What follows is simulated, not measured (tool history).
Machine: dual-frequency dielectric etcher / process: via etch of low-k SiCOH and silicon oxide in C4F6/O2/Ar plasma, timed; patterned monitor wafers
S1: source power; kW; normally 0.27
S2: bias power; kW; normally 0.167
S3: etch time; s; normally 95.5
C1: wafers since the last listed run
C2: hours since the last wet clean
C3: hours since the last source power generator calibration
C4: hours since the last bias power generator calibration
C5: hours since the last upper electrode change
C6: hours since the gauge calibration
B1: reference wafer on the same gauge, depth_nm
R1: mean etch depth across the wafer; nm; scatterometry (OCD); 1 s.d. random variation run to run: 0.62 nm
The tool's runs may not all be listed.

| run | hour | S1 | S2 | S3 | C1 | C2 | C3 | C4 | C5 | C6 | B1 | R1 |
|---|---|---|---|---|---|---|---|---|---|---|---|---|
| 1 | 0 | 0.27 | 0.167 | 95.5 | 0 | 166 | 2538.6 | 3288.9 | 3777.6 | 691.9 | 199 | 219.9 |
| 2 | 42.9 | 0.27 | 0.167 | 95.5 | 515 | 208.9 | 2581.5 | 3331.8 | 3820.5 | 734.8 | 199.1 | 221.5 |
| 3 | 112.7 | 0.27 | 0.147 | 95.5 | 838 | 278.7 | 2651.3 | 3401.6 | 3890.3 | 804.6 | 199.6 | 216.8 |
| 4 | 280.4 | 0.27 | 0.147 | 95.5 | 2014 | 446.4 | 2819 | 3569.3 | 4058 | 972.3 | 199.6 | 215 |
| 5 | 331.5 | 0.27 | 0.167 | 95.5 | 613 | 497.5 | 2870.1 | 3620.4 | 4109.1 | 1023.4 | 199.7 | 222.2 |
| 6 | 363.1 | 0.27 | 0.167 | 95.5 | 379 | 529.1 | 2901.7 | 3652 | 4140.7 | 1055 | 200.1 | 222.5 |
| 7 | 392.8 | 0.27 | 0.167 | 95.5 | 356 | 558.8 | 2931.4 | 3681.7 | 4170.4 | 1084.7 | 199.7 | 221 |
| 8 | 432.8 | 0.27 | 0.167 | 95.5 | 480 | 598.8 | 2971.4 | 3721.7 | 4210.4 | 1124.7 | 199.9 | 221.7 |
|  | 508.5 | wet clean of the chamber |
| 9 | 509 | 0.27 | 0.167 | 95.5 | 626 | 0.5 | 3047.6 | 3797.9 | 4286.6 | 1200.9 | 200.1 | 222 |
| 10 | 565.8 | 0.27 | 0.167 | 95.5 | 682 | 57.3 | 3104.4 | 3854.7 | 4343.4 | 1257.7 | 200 | 220.9 |
| 11 | 632.4 | 0.27 | 0.167 | 95.5 | 799 | 123.9 | 3171 | 3921.3 | 4410 | 1324.3 | 200.1 | 221.7 |
| 12 | 691.7 | 0.22 | 0.167 | 95.5 | 712 | 183.2 | 3230.3 | 3980.6 | 4469.3 | 1383.6 | 200 | 210.4 |
| 13 | 717.9 | 0.22 | 0.167 | 95.5 | 314 | 209.4 | 3256.5 | 4006.8 | 4495.5 | 1409.8 | 199.9 | 210.2 |
|  | 782 | gauge calibrated |
| 14 | 839.1 | 0.22 | 0.167 | 95.5 | 1455 | 330.6 | 3377.7 | 4128 | 4616.7 | 57.1 | 194.4 | 204.4 |
|  | 856.3 | bias power generator calibrated |
| 15 | 871.8 | 0.2 | 0.199 | 95.5 | 344 | 363.3 | 3410.4 | 15.5 | 4649.4 | 89.8 | 194.6 | 207.2 |
| 16 | 904.8 | 0.27 | 0.167 | 95.5 | 396 | 396.3 | 3443.4 | 48.5 | 4682.4 | 122.8 | 195.1 | 217.8 |
| 17 | 971.2 | 0.25 | 0.193 | 87.5 | 797 | 462.7 | 3509.8 | 114.9 | 4748.8 | 189.2 | 195.9 | 201.5 |
| 18 | 1003.3 | 0.27 | 0.167 | 95.5 | 385 | 494.8 | 3541.9 | 147 | 4780.9 | 221.3 | 196.2 | 218.9 |
|  | 1045.4 | source power generator calibrated |
| 19 | 1066.3 | 0.31 | 0.182 | 95.5 | 708 | 557.8 | 20.9 | 210 | 4843.9 | 284.3 | 196.6 | 231.8 |
| 20 | 1090.7 | 0.27 | 0.167 | 95.5 | 293 | 582.2 | 45.3 | 234.4 | 4868.3 | 308.7 | 197 | 220.1 |
|  | 1137.7 | wet clean of the chamber |
| 21 | 1138.2 | 0.27 | 0.167 | 104.5 | 282 | 0.5 | 92.8 | 281.9 | 4915.8 | 356.2 | 197.3 | 240.2 |
|  | 1193.6 | upper electrode replaced |
| 22 | 1200.6 | 0.27 | 0.126 | 95.5 | 461 | 62.9 | 155.2 | 344.3 | 7 | 418.6 | 197.6 | 208.7 |
| 23 | 1267.2 | 0.23 | 0.188 | 121.5 | 799 | 129.5 | 221.8 | 410.9 | 73.6 | 485.2 | 198.1 | 275.4 |
| 24 | 1318.1 | 0.34 | 0.167 | 95.5 | 611 | 180.4 | 272.7 | 461.8 | 124.5 | 536.1 | 198.2 | 235.3 |
| 25 | 1349.2 | 0.33 | 0.179 | 122.5 | 373 | 211.5 | 303.8 | 492.9 | 155.6 | 567.2 | 198.6 | 304 |
| 26 | 1410.7 | 0.27 | 0.167 | 110 | 738 | 273 | 365.3 | 554.4 | 217.1 | 628.7 | 198.7 | 253.6 |
| 27 | 1473.4 | 0.31 | 0.152 | 112.5 | 753 | 335.7 | 428 | 617.1 | 279.8 | 691.4 | 198.9 | 265.2 |
| 28 | 1530.1 | 0.25 | 0.136 | 111 | 681 | 392.4 | 484.7 | 673.8 | 336.5 | 748.1 | 199.1 | 241.6 |
| 29 | 1596.7 | 0.27 | 0.133 | 95.5 | 799 | 459 | 551.3 | 740.4 | 403.1 | 814.7 | 199.4 | 212.2 |

Results for each run, recomputed without the tool's hidden state and with each run's random variation untouched:
Hidden conditions of the tool in this case: etch rate over this chamber's usual, %; source power that arrives over what is set, %; bias power that arrives over what is set, %; gauge reads high (%).
| run | R1 |
|---|---|
| 1 | 213.3 |
| 2 | 214.7 |
| 3 | 209.9 |
| 4 | 207.9 |
| 5 | 214.7 |
| 6 | 214.9 |
| 7 | 213.5 |
| 8 | 214 |
| 9 | 214.2 |
| 10 | 213.1 |
| 11 | 213.8 |
| 12 | 202.9 |
| 13 | 202.7 |
| 14 | 203 |
| 15 | 205.3 |
| 16 | 215.4 |
| 17 | 198.5 |
| 18 | 215.3 |
| 19 | 227.4 |
| 20 | 215.7 |
| 21 | 234.9 |
| 22 | 203.8 |
| 23 | 268.3 |
| 24 | 229 |
| 25 | 295.6 |
| 26 | 246.2 |
| 27 | 257.3 |
| 28 | 234.1 |
| 29 | 205.5 |
